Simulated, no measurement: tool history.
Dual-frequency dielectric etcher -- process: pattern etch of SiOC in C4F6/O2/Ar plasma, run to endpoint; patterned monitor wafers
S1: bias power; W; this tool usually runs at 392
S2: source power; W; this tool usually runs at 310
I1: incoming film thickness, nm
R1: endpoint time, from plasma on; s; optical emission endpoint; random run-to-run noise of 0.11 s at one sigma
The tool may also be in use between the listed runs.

run,hour,S1,S2,I1,R1
1,0.0,392,310,31.86,13.2
2,24.8,392,340,31.48,12.3
3,55.2,392,340,31.94,12.6
4,82.8,392,340,31.77,12.5
5,97.6,345,310,31.73,13.9
6,127.3,345,310,31.77,14.0
7,140.6,345,310,31.54,13.7
8,160.8,392,310,31.76,12.7
9,178.8,392,310,31.83,12.9
10,209.1,392,310,31.79,12.6
11,229.4,447,310,31.93,11.8
12,297.0,447,310,32.02,11.7
13,311.5,392,310,31.79,12.6

For run 14, what comes out?
14,346.3,356,310,31.85,?

Run 14 measured R1 13.2 s.
The same run, on a tool lacking any hidden state, would have yielded R1 13.8 s.

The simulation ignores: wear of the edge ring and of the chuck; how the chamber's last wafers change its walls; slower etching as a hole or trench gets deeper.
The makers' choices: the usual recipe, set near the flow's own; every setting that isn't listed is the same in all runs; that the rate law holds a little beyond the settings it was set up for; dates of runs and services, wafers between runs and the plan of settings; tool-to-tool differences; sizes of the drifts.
